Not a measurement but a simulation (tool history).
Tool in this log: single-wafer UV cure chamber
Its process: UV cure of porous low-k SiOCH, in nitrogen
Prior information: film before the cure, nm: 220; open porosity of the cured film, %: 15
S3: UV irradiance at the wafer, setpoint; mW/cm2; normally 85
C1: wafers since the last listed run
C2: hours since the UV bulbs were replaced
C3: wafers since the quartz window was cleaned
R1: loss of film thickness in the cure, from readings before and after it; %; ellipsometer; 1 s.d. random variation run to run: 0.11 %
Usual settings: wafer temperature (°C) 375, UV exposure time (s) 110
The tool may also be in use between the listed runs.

Run 1, hour 0: usual settings; C1 0; C2 1635.1; C3 1552. Result: R1 5.561 %.
Run 2, hour 44.2: usual settings; C1 228; C2 1679.3; C3 1780. Result: R1 5.611 %.
Run 3, hour 78.8: usual settings; C1 178; C2 1713.9; C3 1959. Result: R1 5.692 %.
Run 4, hour 117.1: usual settings but wafer temperature (°C) 367, UV exposure time (s) 90; C1 197; C2 1752.2; C3 2157. Result: R1 4.833 %.
At hour 162.9: quartz window cleaned.
Run 5, hour 187: usual settings but wafer temperature (°C) 367, UV exposure time (s) 90; C1 319; C2 1822.1; C3 124. Result: R1 4.741 %.
Run 6, hour 254.5: usual settings but wafer temperature (°C) 367, UV exposure time (s) 90; C1 348; C2 1889.6; C3 473. Result: R1 4.812 %.
Run 7, hour 288.8: usual settings but wafer temperature (°C) 385, UV exposure time (s) 70; C1 177; C2 1923.9; C3 650. Result: R1 4.275 %.
Run 8, hour 313.1: usual settings but wafer temperature (°C) 385, UV exposure time (s) 70; C1 125; C2 1948.2; C3 775. Result: R1 4.322 %.
Run 9, hour 350: usual settings but UV exposure time (s) 95, S3 105 mW/cm2; C1 190; C2 1985.1; C3 966. Result: R1 5.758 %.
Run 10, hour 421.6: usual settings; C1 369; C2 2056.7; C3 1336. Result: R1 5.529 %.
Run 11, hour 449.2: usual settings; C1 142; C2 2084.3; C3 1478. Result: R1 5.414 %.
Run 12, hour 495.7: usual settings; C1 240; C2 2130.8; C3 1719. Result: R1 5.372 %.
At hour 521.2: UV bulbs replaced.
Run 13, hour 557: usual settings but wafer temperature (°C) 382, UV exposure time (s) 170, S3 122 mW/cm2; C1 275; C2 35.8; C3 1994. Result: R1 9.267 %.
Run 14, hour 588.6: usual settings but UV exposure time (s) 95, S3 105 mW/cm2; C1 163; C2 67.4; C3 2157. Result: R1 6.645 %.
At hour 635.2: quartz window cleaned.
Run 15, hour 658.7: usual settings but wafer temperature (°C) 391, UV exposure time (s) 135, S3 95 mW/cm2; C1 320; C2 137.5; C3 121. Result: R1 7.627 %.
Run 16, hour 683.3: usual settings but UV exposure time (s) 85; C1 127; C2 162.1; C3 248. Result: R1 5.398 %.
Run 17, hour 743.5: usual settings but S3 56 mW/cm2; C1 310; C2 222.3; C3 559. Result: R1 4.815 %.
Run 18, hour 789: usual settings but UV exposure time (s) 70, S3 112 mW/cm2; C1 235; C2 267.8; C3 794. Result: R1 5.553 %.
Run 19, hour 840.1: usual settings; C1 263; C2 318.9; C3 1058. Result: R1 6.037 %.
Run 20, hour 882.6: usual settings; C1 219; C2 361.4; C3 1278. Result: R1 6.202 %.
Run 21, hour 934.6: usual settings but wafer temperature (°C) 382; C1 268; C2 413.4; C3 1546. Result: R1 6.381 %.
Run 22, hour 966.2: usual settings but wafer temperature (°C) 390, UV exposure time (s) 155, S3 56 mW/cm2; C1 163; C2 445; C3 1709. Result: R1 6.049 %.
Run 23, hour 1027.8: usual settings; C1 318; C2 506.6; C3 2028. Result: R1 6.059 %.
Run 24, hour 1071.6: usual settings but UV exposure time (s) 50, S3 123 mW/cm2; C1 226; C2 550.4; C3 2254. Result: R1 4.763 %.

Predict each of these 5 candidate next runs independently; none follows another, all start after run 24:
Run A, hour 1072.1: usual settings but wafer temperature (°C) 367; C1 2; C2 550.9; C3 2256. Result: R1 ?.
Run B, hour 1072.1: usual settings but wafer temperature (°C) 365, UV exposure time (s) 80, S3 99 mW/cm2; C1 2; C2 550.9; C3 2256. Result: R1 ?.
Run C, hour 1072.1: usual settings but S3 98 mW/cm2; C1 2; C2 550.9; C3 2256. Result: R1 ?.
Run D, hour 1072.1: usual settings but UV exposure time (s) 160, S3 120 mW/cm2; C1 2; C2 550.9; C3 2256. Result: R1 ?.
Run E, hour 1072.1: usual settings but wafer temperature (°C) 388, UV exposure time (s) 130, S3 61 mW/cm2; C1 2; C2 550.9; C3 2256. Result: R1 ?.

run     R1
  A  6.013
  B  5.427
  C  6.625
  D  8.751
  E  5.748
Without the tool's unlogged condition, the same runs would have read:
run     R1
  A  6.372
  B  5.774
  C  6.995
  D  9.153
  E  6.101

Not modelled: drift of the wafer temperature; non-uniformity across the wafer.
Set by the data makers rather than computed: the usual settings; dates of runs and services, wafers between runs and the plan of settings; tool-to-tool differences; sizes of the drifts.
